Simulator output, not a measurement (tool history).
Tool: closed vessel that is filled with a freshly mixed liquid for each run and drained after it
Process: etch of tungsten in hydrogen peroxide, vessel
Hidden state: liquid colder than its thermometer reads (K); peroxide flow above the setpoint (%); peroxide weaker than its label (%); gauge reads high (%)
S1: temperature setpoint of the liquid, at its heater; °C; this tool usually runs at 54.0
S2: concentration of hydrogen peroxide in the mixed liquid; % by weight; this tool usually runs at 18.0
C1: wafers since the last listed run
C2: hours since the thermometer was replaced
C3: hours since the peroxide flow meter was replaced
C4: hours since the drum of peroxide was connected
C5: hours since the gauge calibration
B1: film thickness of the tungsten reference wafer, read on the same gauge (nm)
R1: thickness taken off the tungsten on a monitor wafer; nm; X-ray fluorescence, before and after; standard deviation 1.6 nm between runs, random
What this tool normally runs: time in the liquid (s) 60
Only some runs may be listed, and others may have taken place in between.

Run 1, hour 0.0: usual settings; C1 0; C2 1873.3; C3 305.4; C4 124.6; C5 349.9; B1 109.96. Result: R1 177.36 nm.
Run 2, hour 15.1: usual settings; C1 1093; C2 1888.4; C3 320.5; C4 139.7; C5 365.0; B1 110.00. Result: R1 175.95 nm.
Run 3, hour 37.5: usual settings; C1 1622; C2 1910.8; C3 342.9; C4 162.1; C5 387.4; B1 109.99. Result: R1 178.32 nm.
Run 4, hour 65.0: usual settings; C1 1991; C2 1938.3; C3 370.4; C4 189.6; C5 414.9; B1 110.00. Result: R1 176.46 nm.
Run 5, hour 120.0: usual settings; C1 3983; C2 1993.3; C3 425.4; C4 244.6; C5 469.9; B1 109.98. Result: R1 172.86 nm.
Run 6, hour 142.4: usual settings; C1 1622; C2 2015.7; C3 447.8; C4 267.0; C5 492.3; B1 109.97. Result: R1 172.82 nm.
Run 7, hour 170.8: usual settings; C1 2056; C2 2044.1; C3 476.2; C4 295.4; C5 520.7; B1 110.00. Result: R1 174.02 nm.
Run 8, hour 194.0: usual settings; C1 1680; C2 2067.3; C3 499.4; C4 318.6; C5 543.9; B1 109.96. Result: R1 172.27 nm.
Run 9, hour 216.6: usual settings; C1 1636; C2 2089.9; C3 522.0; C4 341.2; C5 566.5; B1 110.05. Result: R1 169.25 nm.
At hour 225.7: peroxide flow meter replaced.
At hour 230.6: new drum of peroxide connected.
Run 10, hour 243.5: usual settings but S1 47.0 °C; C1 1803; C2 2116.8; C3 17.8; C4 12.9; C5 593.4; B1 109.96. Result: R1 116.88 nm.
Run 11, hour 258.6: usual settings but S1 47.0 °C; C1 1093; C2 2131.9; C3 32.9; C4 28.0; C5 608.5; B1 110.07. Result: R1 116.70 nm.
Run 12, hour 285.4: usual settings but S1 47.0 °C; C1 1940; C2 2158.7; C3 59.7; C4 54.8; C5 635.3; B1 110.01. Result: R1 115.74 nm.
Run 13, hour 310.0: usual settings; C1 1781; C2 2183.3; C3 84.3; C4 79.4; C5 659.9; B1 110.02. Result: R1 177.11 nm.
Run 14, hour 329.7: usual settings; C1 1426; C2 2203.0; C3 104.0; C4 99.1; C5 679.6; B1 109.97. Result: R1 176.10 nm.
Run 15, hour 352.4: usual settings but S2 16.0 % by weight, time in the liquid (s) 70; C1 1644; C2 2225.7; C3 126.7; C4 121.8; C5 702.3; B1 110.00. Result: R1 196.35 nm.
Run 16, hour 381.3: usual settings but time in the liquid (s) 70; C1 2093; C2 2254.6; C3 155.6; C4 150.7; C5 731.2; B1 109.98. Result: R1 201.66 nm.
Run 17, hour 407.8: usual settings but S1 47.0 °C; C1 1919; C2 2281.1; C3 182.1; C4 177.2; C5 757.7; B1 110.01. Result: R1 115.33 nm.
Run 18, hour 431.9: usual settings but time in the liquid (s) 30; C1 1745; C2 2305.2; C3 206.2; C4 201.3; C5 781.8; B1 109.97. Result: R1 87.59 nm.
Run 19, hour 454.1: usual settings; C1 1607; C2 2327.4; C3 228.4; C4 223.5; C5 804.0; B1 110.06. Result: R1 175.28 nm.
Run 20, hour 474.9: usual settings but S2 20.5 % by weight; C1 1506; C2 2348.2; C3 249.2; C4 244.3; C5 824.8; B1 109.99. Result: R1 184.42 nm.
Run 21, hour 491.1: usual settings; C1 1173; C2 2364.4; C3 265.4; C4 260.5; C5 841.0; B1 109.99. Result: R1 175.28 nm.
Run 22, hour 506.3: usual settings; C1 1100; C2 2379.6; C3 280.6; C4 275.7; C5 856.2; B1 110.01. Result: R1 175.07 nm.
At hour 510.9: gauge calibrated.
Run 23, hour 526.7: usual settings but S2 16.0 % by weight, time in the liquid (s) 70; C1 1477; C2 2400.0; C3 301.0; C4 296.1; C5 15.8; B1 110.01. Result: R1 192.84 nm.
At hour 548.2: thermometer replaced.
Run 24, hour 561.5: usual settings but time in the liquid (s) 85; C1 2447; C2 13.3; C3 335.8; C4 330.9; C5 50.6; B1 110.00. Result: R1 244.33 nm.
Run 25, hour 590.7: usual settings but S1 58.0 °C, S2 13.5 % by weight, time in the liquid (s) 35; C1 2114; C2 42.5; C3 365.0; C4 360.1; C5 79.8; B1 110.03. Result: R1 109.93 nm.
At hour 620.3: new drum of peroxide connected.
Run 26, hour 639.7: usual settings but S2 19.5 % by weight, time in the liquid (s) 70; C1 3476; C2 91.5; C3 414.0; C4 19.4; C5 128.8; B1 109.98. Result: R1 215.20 nm.
Run 27, hour 664.2: usual settings but S1 62.5 °C, S2 15.0 % by weight, time in the liquid (s) 80; C1 1774; C2 116.0; C3 438.5; C4 43.9; C5 153.3; B1 109.98. Result: R1 354.70 nm.
Run 28, hour 690.3: usual settings but S1 62.0 °C, S2 22.0 % by weight, time in the liquid (s) 95; C1 1890; C2 142.1; C3 464.6; C4 70.0; C5 179.4; B1 110.03. Result: R1 493.04 nm.
Run 29, hour 723.5: usual settings; C1 2404; C2 175.3; C3 497.8; C4 103.2; C5 212.6; B1 110.01. Result: R1 177.99 nm.

Below are 5 alternative next runs, each starting from the tool's condition after run 29. Predict each:
Run A, hour 724.2: usual settings; C1 50; C2 176.0; C3 498.5; C4 103.9; C5 213.3; B1 ?. Result: R1 ?.
Run B, hour 724.2: usual settings but S1 47.5 °C, S2 19.5 % by weight, time in the liquid (s) 45; C1 50; C2 176.0; C3 498.5; C4 103.9; C5 213.3; B1 ?. Result: R1 ?.
Run C, hour 724.2: usual settings but S2 20.0 % by weight, time in the liquid (s) 80; C1 50; C2 176.0; C3 498.5; C4 103.9; C5 213.3; B1 ?. Result: R1 ?.
Run D, hour 724.2: usual settings but S2 23.5 % by weight; C1 50; C2 176.0; C3 498.5; C4 103.9; C5 213.3; B1 ?. Result: R1 ?.
Run E, hour 724.2: usual settings but S1 59.5 °C, S2 14.5 % by weight; C1 50; C2 176.0; C3 498.5; C4 103.9; C5 213.3; B1 ?. Result: R1 ?.

run      B1      R1
  A  110.05  173.41
  B  110.05   91.15
  C  110.05  243.73
  D  110.05  198.15
  E  110.05  214.90
What these runs would have given with no unlogged condition in the tool:
run      R1
  A  176.76
  B   92.91
  C  248.43
  D  201.97
  E  219.04
